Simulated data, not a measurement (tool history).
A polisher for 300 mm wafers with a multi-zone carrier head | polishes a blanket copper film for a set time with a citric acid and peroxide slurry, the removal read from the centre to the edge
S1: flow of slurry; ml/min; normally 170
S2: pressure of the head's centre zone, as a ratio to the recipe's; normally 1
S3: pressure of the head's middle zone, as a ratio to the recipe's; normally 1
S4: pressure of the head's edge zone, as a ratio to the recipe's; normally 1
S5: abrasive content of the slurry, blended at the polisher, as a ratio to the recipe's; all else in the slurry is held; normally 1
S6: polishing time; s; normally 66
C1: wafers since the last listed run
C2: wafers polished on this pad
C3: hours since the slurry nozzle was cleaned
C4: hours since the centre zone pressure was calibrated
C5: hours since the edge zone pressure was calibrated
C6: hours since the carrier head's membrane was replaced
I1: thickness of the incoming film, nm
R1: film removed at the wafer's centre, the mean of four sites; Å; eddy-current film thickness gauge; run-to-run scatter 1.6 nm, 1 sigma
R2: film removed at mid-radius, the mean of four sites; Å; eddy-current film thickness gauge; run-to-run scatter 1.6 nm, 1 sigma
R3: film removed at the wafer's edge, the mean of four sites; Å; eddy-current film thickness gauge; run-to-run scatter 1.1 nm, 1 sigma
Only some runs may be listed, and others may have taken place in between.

run    hour   S1    S2    S3    S4    S5  S6    C1    C2     C3     C4     C5     C6      I1    R1    R2    R3
  1       0  170  1.05     1     1     1  66     0  3092  388.7  517.9  728.3  340.1  1068.3  1139  1132  1090
       38.1  -- edge zone pressure recalibrated
  2    93.8  170  1.05     1     1     1  66   854  3946  482.5  611.7   55.7  433.9  1070.8  1130  1104  1093
      110.9  -- worn pad replaced by a new one
  3   179.7  170  1.05     1     1     1  66   762   639  568.4  697.6  141.6  519.8  1050.1  1146  1127  1092
      238.7  -- slurry nozzle cleaned
      406.3  -- centre zone pressure recalibrated
  4   470.3  170     1     1     1  1.15  66  2675  3315  231.6     64  432.2  810.4  1038.1  1116  1137  1120
      550.4  -- worn pad replaced by a new one
      706.5  -- carrier head's membrane replaced by a new one
  5   732.4  170     1     1     1  1.15  66  2354  1646  493.7  326.1  694.3   25.9  1068.3  1107  1124  1116
  6     789  170     1     1     1  1.15  66   526  2173  550.3  382.7  750.9   82.5  1059.2  1108  1130  1094
      803.3  -- edge zone pressure recalibrated
  7     880  170     1     1  1.09     1  66   828  3001  641.3  473.7   76.7  173.5  1064.6  1050  1093  1094
        960  -- slurry nozzle cleaned
      961.3  -- worn pad replaced by a new one
  8   967.3  170     1     1  1.09     1  66   790    55    7.3    561    164  260.8  1062.8  1108  1122  1162
  9  1070.7  170     1     1  1.09     1  66   962  1017  110.7  664.4  267.4  364.2  1067.7  1129  1161  1149
 10  1151.7  170     1     1  0.94     1  66   753  1771  191.7  745.4  348.4  445.2  1065.8  1087  1163  1088
       1164  -- centre zone pressure recalibrated
 11  1279.2  205  1.11     1     1     1  83  1167  2939  319.2  115.2  475.9  572.7  1064.2  1566  1467  1426
 12  1359.5  170     1  0.88     1     1  66   747  3686  399.5  195.5  556.2    653  1068.5  1059  1030  1109
       1396  -- worn pad replaced by a new one
 13    1428  170  1.09  0.96     1     1  66   600   297    468    264  624.7  721.5  1061.3  1135  1084  1074
     1466.8  -- edge zone pressure recalibrated
 14  1575.7  225     1  0.95     1  0.75  56  1355  1653  615.7  411.7  108.9  869.2    1047   914   896   917
 15  1632.9  130     1     1     1     1  66   532  2185  672.9  468.9  166.1  926.4  1078.3   966   987  1018
     1635.5  -- slurry nozzle cleaned
     1717.1  -- carrier head's membrane replaced by a new one
 16  1733.6  170     1     1     1     1  66   881  3066   98.1  569.6  266.8   16.5  1052.1  1109  1155  1117
 17  1829.6  170     1     1     1     1  77   893  3960  194.1  665.6  362.8  112.5  1074.1  1314  1313  1282
     1869.3  -- worn pad replaced by a new one
 18  1916.7  170     1     1  1.09     1  66   773   440  281.2  752.7  449.9  199.6  1077.4  1068  1130  1153
 19    2019  210     1  0.96  1.11   0.8  66   951  1392  383.5    855  552.2  301.9  1054.5  1104  1091  1133
     2042.9  -- centre zone pressure recalibrated
 20  2057.7  200     1  0.96     1     1  76   341  1734  422.2   14.8  590.9  340.6  1048.7  1272  1276  1272
       2101  -- edge zone pressure recalibrated
 21  2110.6  170     1  1.12     1  0.75  66   473  2207  475.1   67.7    9.6  393.5  1049.6  1027  1158  1047

Forecast each of these 3 alternatives for the next run:
  A  2111  170   1   1   1  0.75  66   3  2211  475.5  68.1  10  393.9  1038.8   ?   ?   ?
  B  2111  170   1   1   1     1  51   3  2211  475.5  68.1  10  393.9  1038.8   ?   ?   ?
  C  2111  215   1   1   1     1  47   3  2211  475.5  68.1  10  393.9  1038.8   ?   ?   ?

run    R1    R2    R3
  A  1019  1078  1053
  B   816   863   844
  C   789   830   802
With no hidden state in the tool, these same runs would have given:
run    R1    R2    R3
  A  1074  1129  1089
  B   860   904   873
  C   823   862   824
